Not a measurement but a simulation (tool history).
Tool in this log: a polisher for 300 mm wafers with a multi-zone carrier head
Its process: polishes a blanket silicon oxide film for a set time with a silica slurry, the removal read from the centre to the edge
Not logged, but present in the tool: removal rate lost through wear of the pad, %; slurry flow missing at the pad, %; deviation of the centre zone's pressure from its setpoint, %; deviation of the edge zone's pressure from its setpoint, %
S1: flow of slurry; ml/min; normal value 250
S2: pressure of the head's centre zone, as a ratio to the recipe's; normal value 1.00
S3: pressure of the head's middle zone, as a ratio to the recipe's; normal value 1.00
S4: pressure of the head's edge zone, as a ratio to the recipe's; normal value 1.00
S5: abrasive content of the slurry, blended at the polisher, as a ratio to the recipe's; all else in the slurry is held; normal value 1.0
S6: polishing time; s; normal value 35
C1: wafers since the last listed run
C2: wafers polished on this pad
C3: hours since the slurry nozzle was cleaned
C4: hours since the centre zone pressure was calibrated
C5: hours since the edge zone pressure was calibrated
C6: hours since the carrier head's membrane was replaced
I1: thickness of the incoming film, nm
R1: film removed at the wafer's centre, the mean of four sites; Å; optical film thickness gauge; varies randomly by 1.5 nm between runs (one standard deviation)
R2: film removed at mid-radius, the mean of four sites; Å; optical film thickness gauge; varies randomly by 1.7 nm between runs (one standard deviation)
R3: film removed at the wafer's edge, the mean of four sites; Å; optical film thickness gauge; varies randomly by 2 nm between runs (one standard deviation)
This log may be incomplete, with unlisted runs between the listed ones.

{"run": 1, "day": 0.0, "S1": 250, "S2": 1.0, "S3": 1.0, "S4": 1.0, "S5": 1.0, "S6": 35, "C1": 0, "C2": 168, "C3": 83.5, "C4": 504.9, "C5": 443.1, "C6": 1586.5, "I1": 885.1, "R1": 1699, "R2": 1631, "R3": 1629}
{"run": 2, "day": 1.65, "S1": 250, "S2": 1.0, "S3": 1.0, "S4": 1.0, "S5": 0.9, "S6": 46, "C1": 262, "C2": 430, "C3": 123.1, "C4": 544.5, "C5": 482.7, "C6": 1626.1, "I1": 882.4, "R1": 2086, "R2": 1989, "R3": 2046}
{"run": 3, "day": 3.908, "S1": 250, "S2": 1.0, "S3": 1.0, "S4": 1.0, "S5": 1.0, "S6": 26, "C1": 358, "C2": 789, "C3": 177.3, "C4": 598.7, "C5": 536.9, "C6": 1680.3, "I1": 882.3, "R1": 1249, "R2": 1192, "R3": 1195}
{"run": 4, "day": 6.412, "S1": 250, "S2": 1.0, "S3": 0.96, "S4": 0.89, "S5": 1.0, "S6": 35, "C1": 397, "C2": 1187, "C3": 237.4, "C4": 658.8, "C5": 597.0, "C6": 1740.4, "I1": 890.7, "R1": 1664, "R2": 1562, "R3": 1517}
{"run": 5, "day": 8.425, "S1": 250, "S2": 1.0, "S3": 1.0, "S4": 1.0, "S5": 1.0, "S6": 35, "C1": 319, "C2": 1506, "C3": 285.7, "C4": 707.1, "C5": 645.3, "C6": 1788.7, "I1": 873.4, "R1": 1661, "R2": 1556, "R3": 1622}
{"day": 9.808, "done": "carrier head's membrane replaced by a new one, of another model than before"}
{"run": 6, "day": 10.133, "S1": 250, "S2": 1.0, "S3": 1.0, "S4": 1.0, "S5": 1.0, "S6": 35, "C1": 238, "C2": 1745, "C3": 326.7, "C4": 748.1, "C5": 686.3, "C6": 7.8, "I1": 877.9, "R1": 1636, "R2": 1587, "R3": 1630}
{"run": 7, "day": 13.079, "S1": 250, "S2": 1.04, "S3": 1.0, "S4": 1.0, "S5": 1.0, "S6": 42, "C1": 468, "C2": 2213, "C3": 397.4, "C4": 818.8, "C5": 757.0, "C6": 78.5, "I1": 873.8, "R1": 1999, "R2": 1913, "R3": 1947}
{"run": 8, "day": 14.508, "S1": 250, "S2": 0.94, "S3": 1.0, "S4": 0.92, "S5": 1.0, "S6": 35, "C1": 227, "C2": 2440, "C3": 431.7, "C4": 853.1, "C5": 791.3, "C6": 112.8, "I1": 875.5, "R1": 1561, "R2": 1581, "R3": 1481}
{"run": 9, "day": 15.908, "S1": 250, "S2": 1.0, "S3": 1.0, "S4": 1.0, "S5": 1.0, "S6": 26, "C1": 222, "C2": 2663, "C3": 465.3, "C4": 886.7, "C5": 824.9, "C6": 146.4, "I1": 873.5, "R1": 1203, "R2": 1152, "R3": 1172}
{"day": 16.412, "done": "worn pad replaced by a new one"}
{"run": 10, "day": 18.783, "S1": 250, "S2": 1.0, "S3": 1.0, "S4": 1.09, "S5": 1.0, "S6": 46, "C1": 430, "C2": 376, "C3": 534.3, "C4": 955.7, "C5": 893.9, "C6": 215.4, "I1": 868.5, "R1": 2109, "R2": 2024, "R3": 2179}
{"day": 20.321, "done": "centre zone pressure recalibrated"}
{"day": 20.717, "done": "edge zone pressure recalibrated"}
{"run": 11, "day": 20.767, "S1": 250, "S2": 1.06, "S3": 0.97, "S4": 1.09, "S5": 1.0, "S6": 45, "C1": 288, "C2": 665, "C3": 581.9, "C4": 10.7, "C5": 1.2, "C6": 263.0, "I1": 875.6, "R1": 2121, "R2": 1922, "R3": 2148}
{"run": 12, "day": 22.512, "S1": 190, "S2": 1.0, "S3": 1.0, "S4": 1.09, "S5": 1.0, "S6": 35, "C1": 277, "C2": 942, "C3": 623.8, "C4": 52.6, "C5": 43.1, "C6": 304.9, "I1": 879.2, "R1": 1459, "R2": 1428, "R3": 1567}
{"run": 13, "day": 23.921, "S1": 250, "S2": 1.0, "S3": 1.0, "S4": 1.0, "S5": 1.0, "S6": 35, "C1": 223, "C2": 1166, "C3": 657.6, "C4": 86.4, "C5": 76.9, "C6": 338.7, "I1": 890.7, "R1": 1538, "R2": 1533, "R3": 1559}
{"run": 14, "day": 25.758, "S1": 175, "S2": 1.0, "S3": 1.0, "S4": 0.9, "S5": 0.9, "S6": 35, "C1": 292, "C2": 1458, "C3": 701.7, "C4": 130.5, "C5": 121.0, "C6": 382.8, "I1": 876.0, "R1": 1290, "R2": 1280, "R3": 1286}
{"day": 26.821, "done": "slurry nozzle cleaned"}
{"run": 15, "day": 26.9, "S1": 250, "S2": 1.0, "S3": 1.0, "S4": 0.91, "S5": 1.0, "S6": 35, "C1": 174, "C2": 1633, "C3": 1.9, "C4": 157.9, "C5": 148.4, "C6": 410.2, "I1": 894.0, "R1": 1704, "R2": 1640, "R3": 1540}

Run 16 has not been measured yet. What should we expect?
{"run": 16, "day": 28.192, "S1": 250, "S2": 1.1, "S3": 1.0, "S4": 1.0, "S5": 1.2, "S6": 35, "C1": 205, "C2": 1838, "C3": 32.9, "C4": 188.9, "C5": 179.4, "C6": 441.2, "I1": 878.7, "R1": "?", "R2": "?", "R3": "?"}

Run 16 yielded R1 1969 Å, R2 1787 Å, R3 1782 Å.
The same run, on a tool lacking any hidden state, would have yielded R1 1979 Å, R2 1796 Å, R3 1789 Å.
